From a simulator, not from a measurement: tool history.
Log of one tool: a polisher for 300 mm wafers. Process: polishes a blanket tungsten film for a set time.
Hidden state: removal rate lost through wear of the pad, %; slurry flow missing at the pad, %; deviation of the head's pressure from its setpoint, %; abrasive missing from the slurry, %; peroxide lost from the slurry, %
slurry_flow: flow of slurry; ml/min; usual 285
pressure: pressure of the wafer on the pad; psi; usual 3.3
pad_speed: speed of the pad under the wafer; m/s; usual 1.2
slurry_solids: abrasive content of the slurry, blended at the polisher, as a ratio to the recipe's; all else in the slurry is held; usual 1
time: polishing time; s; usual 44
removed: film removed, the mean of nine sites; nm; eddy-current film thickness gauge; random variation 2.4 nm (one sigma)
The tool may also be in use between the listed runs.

run	hour	slurry_flow	pressure	pad_speed	slurry_solids	time	wafers since the last listed run	wafers polished on this pad	hours since the slurry nozzle was cleaned	hours since the head pressure was calibrated	hours since the slurry blender was calibrated	hours since the slurry got fresh peroxide	incoming thickness of the incoming film, nm	removed
1	0	285	3.3	1.2	1	44	0	257	381.2	770.1	191.5	94.5	636.7	246
2	13.1	285	3.3	1.2	1	44	155	412	394.3	783.2	204.6	107.6	632.2	244.6
3	26.8	285	3.3	1.2	1	44	162	575	408	796.9	218.3	121.3	634.6	242.1
# hour 28.7: slurry nozzle cleaned
4	40.4	285	3.3	1.2	1	44	149	725	11.7	810.5	231.9	134.9	632.5	244.2
5	81.8	285	3.3	1.2	1	44	491	1216	53.1	851.9	273.3	176.3	637	239.9
# hour 90.1: slurry tank refilled with fresh slurry and peroxide
6	95.8	285	3.3	1.2	1.2	44	154	1371	67.1	865.9	287.3	5.7	639.4	249.8
7	109.1	285	3.3	1.2	1.2	44	157	1529	80.4	879.2	300.6	19	624	247.3
8	121.5	285	3.3	1.2	1	44	147	1676	92.8	891.6	313	31.4	634.7	239.8
# hour 131: worn pad replaced by a new one
# hour 172.5: slurry blender recalibrated
9	201.1	285	3.3	1.2	1	44	874	808	172.4	971.2	28.6	111	635.2	250.8
# hour 209.9: head pressure recalibrated
10	228.1	285	3.3	1.2	1	44	296	1105	199.4	18.2	55.6	138	637.4	253.1
11	257.6	285	3.3	1.2	1	44	350	1455	228.9	47.7	85.1	167.5	629.4	251.9
# hour 277.3: worn pad replaced by a new one
12	278.8	285	2.4	1.2	1	44	204	17	250.1	68.9	106.3	188.7	638.5	185
# hour 298.1: slurry tank refilled with fresh slurry and peroxide
13	306.2	330	4.5	0.92	1.15	44	313	330	277.5	96.3	133.7	8.1	639	269.2
14	324.5	330	4.5	0.92	1.15	44	217	548	295.8	114.6	152	26.4	635.1	267
15	356.5	285	3.3	1.2	1	44	380	928	327.8	146.6	184	58.4	639.7	242.3
16	390.2	285	3.3	1.2	1	44	400	1328	361.5	180.3	217.7	92.1	638.6	243.5
# hour 456.4: worn pad replaced by a new one
17	470.4	190	3.3	1.2	1	44	904	165	441.7	260.5	297.9	172.3	623.7	220.2
18	484.8	285	3.8	1.06	0.9	44	171	337	456.1	274.9	312.3	186.7	632.2	233.5
19	506.7	285	3.6	1.2	1	30	260	597	478	296.8	334.2	208.6	632.7	171.6
# hour 510.1: slurry nozzle cleaned
# hour 517.5: slurry tank refilled with fresh slurry and peroxide
# hour 519.2: slurry blender recalibrated
20	535.3	285	3.3	0.78	1	44	295	892	25.2	325.4	16.1	17.8	629.7	163.4
21	554.5	285	3.3	1.34	0.75	44	228	1120	44.4	344.6	35.3	37	622.1	269.2
22	580.4	285	3.3	1.2	0.9	44	307	1427	70.3	370.5	61.2	62.9	629.7	242.7
# hour 643.7: worn pad replaced by a new one
23	651.2	365	2.2	1.46	1	37	793	89	141.1	441.3	132	133.7	630.1	177.3
24	667.5	190	3.3	0.98	1	44	193	282	157.4	457.6	148.3	150	633.3	190.1
25	689.6	350	4	1.2	1	44	262	545	179.5	479.7	170.4	172.1	632.9	301.9
# hour 694: slurry tank refilled with fresh slurry and peroxide
26	706.9	240	3.3	1.2	0.75	44	193	738	196.8	497	187.7	12.9	634.7	221.2

Forecast each of these 4 alternatives for the next run:
A	707.3	285	3.3	1.2	1	44	4	743	197.2	497.4	188.1	13.3	625.5	?
B	707.3	335	3.3	1.46	0.7	44	4	743	197.2	497.4	188.1	13.3	625.5	?
C	707.3	330	2.8	1.2	0.85	44	4	743	197.2	497.4	188.1	13.3	625.5	?
D	707.3	285	2.8	1.54	1	44	4	743	197.2	497.4	188.1	13.3	625.5	?

run	removed
A	243.1
B	278.3
C	203.9
D	267.2
Without the tool's hidden state the same runs would have given:
run	removed
A	258.2
B	295
C	216.3
D	283.8
